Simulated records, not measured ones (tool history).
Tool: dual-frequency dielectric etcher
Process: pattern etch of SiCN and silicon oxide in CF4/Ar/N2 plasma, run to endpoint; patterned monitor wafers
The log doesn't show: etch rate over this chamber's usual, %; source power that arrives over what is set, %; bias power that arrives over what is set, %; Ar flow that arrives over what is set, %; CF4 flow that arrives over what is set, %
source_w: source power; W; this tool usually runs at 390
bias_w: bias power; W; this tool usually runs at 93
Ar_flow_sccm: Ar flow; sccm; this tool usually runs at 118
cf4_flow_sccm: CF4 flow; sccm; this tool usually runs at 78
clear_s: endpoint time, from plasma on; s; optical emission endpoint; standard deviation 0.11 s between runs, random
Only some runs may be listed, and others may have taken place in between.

run    hour  source_w  bias_w  Ar_flow_sccm  cf4_flow_sccm  wafers since the last listed run  hours since the last wet clean  hours since the last source power generator calibration  hours since the last bias power generator calibration  hours since the last Ar flow controller change  hours since the last CF4 flow controller change  hours since the last upper electrode change  incoming incoming film thickness, nm  clear_s
  1       0       390      93            97             78                                 0                           728.8                                                    520.4                                                  921.5                                           157.3                                           1468.5                                       2011.9                                 12.43     14.4
       99.3  -- wet clean of the chamber
  2   101.6       390      93           118             78                              1489                             2.3                                                      622                                                 1023.1                                           258.9                                           1570.1                                       2113.5                                 12.36     14.6
  3   164.2       390      93           118             78                              1201                            64.9                                                    684.6                                                 1085.7                                           321.5                                           1632.7                                       2176.1                                 12.46     14.6
  4   201.5       390      93           118             67                               716                           102.2                                                    721.9                                                   1123                                           358.8                                             1670                                       2213.4                                  12.4       15
  5   285.8       390      93           142             92                              1618                           186.5                                                    806.2                                                 1207.3                                           443.1                                           1754.3                                       2297.7                                 12.42     14.2
  6   339.9       390      93           118             78                              1038                           240.6                                                    860.3                                                 1261.4                                           497.2                                           1808.4                                       2351.8                                 12.41     14.7
  7   411.5       390      93           132             90                              1374                           312.2                                                    931.9                                                   1333                                           568.8                                             1880                                       2423.4                                 12.41     14.4
  8   510.7       490      93           118             86                              1904                           411.4                                                   1031.1                                                 1432.2                                             668                                           1979.2                                       2522.6                                 12.44       11
  9   600.4       440      93           139             73                              1722                           501.1                                                   1120.8                                                 1521.9                                           757.7                                           2068.9                                       2612.3                                 12.42       13
      645.1  -- CF4 flow controller replaced
      655.8  -- upper electrode replaced
 10   656.3       390      93           118             78                               752                             557                                                   1176.7                                                 1577.8                                           813.6                                             11.2                                          0.5                                 12.51     14.4
 11     756       350      80           105             72                              1914                           656.7                                                   1276.4                                                 1677.5                                           913.3                                            110.9                                        100.2                                 12.46     17.9
 12   840.3       390      78           118             78                              1618                             741                                                   1360.7                                                 1761.8                                           997.6                                            195.2                                        184.5                                  12.5     15.8
      871.2  -- wet clean of the chamber
 13   927.4       460     107           146             62                              1211                            56.2                                                   1447.8                                                 1848.9                                          1084.7                                            282.3                                        271.6                                 12.37     11.8
 14   985.2       390      93           118             91                              1109                             114                                                   1505.6                                                 1906.7                                          1142.5                                            340.1                                        329.4                                 12.38     13.8
 15  1055.4       390     108           140             97                              1347                           184.2                                                   1575.8                                                 1976.9                                          1212.7                                            410.3                                        399.6                                 12.26     12.6
 16  1097.3       390     100           141             96                               804                           226.1                                                   1617.7                                                 2018.8                                          1254.6                                            452.2                                        441.5                                 12.42     13.4
 17  1163.6       360     107           103             85                              1272                           292.4                                                     1684                                                 2085.1                                          1320.9                                            518.5                                        507.8                                 12.45     14.1
 18  1233.2       490      93           100             60                              1336                             362                                                   1753.6                                                 2154.7                                          1390.5                                            588.1                                        577.4                                 12.39     11.7
 19  1325.6       440      93           118             96                              1774                           454.4                                                     1846                                                 2247.1                                          1482.9                                            680.5                                        669.8                                 12.55     12.1
 20  1428.7       390      93           118             78                              1979                           557.5                                                   1949.1                                                 2350.2                                            1586                                            783.6                                        772.9                                 12.34     14.1
 21  1486.4       390      93           109             88                              1107                           615.2                                                   2006.8                                                 2407.9                                          1643.7                                            841.3                                        830.6                                 12.44     13.8
 22  1572.5       390      93           118             78                              1653                           701.3                                                   2092.9                                                   2494                                          1729.8                                            927.4                                        916.7                                 12.44     14.1
 23    1641       310     104           134             72                              1315                           769.8                                                   2161.4                                                 2562.5                                          1798.3                                            995.9                                        985.2                                 12.51     17.8
 24  1699.8       390      85           118             71                              1128                           828.6                                                   2220.2                                                 2621.3                                          1857.1                                           1054.7                                         1044                                 12.47     15.4
     1763.7  -- wet clean of the chamber
 25  1780.3       390      93           118             89                              1084                            16.6                                                   2300.7                                                 2701.8                                          1937.6                                           1135.2                                       1124.5                                 12.39     13.8

Each run again, without the hidden state but with its own random variation kept:
run  clear_s
  1     14.9
  2     15.2
  3     15.2
  4     15.7
  5     14.9
  6     15.4
  7     15.1
  8     11.6
  9     13.7
 10     15.2
 11       19
 12     16.8
 13     12.6
 14     14.7
 15     13.4
 16     14.3
 17       15
 18     12.5
 19     12.9
 20     15.1
 21     14.8
 22     15.1
 23     19.2
 24     16.5
 25     14.9
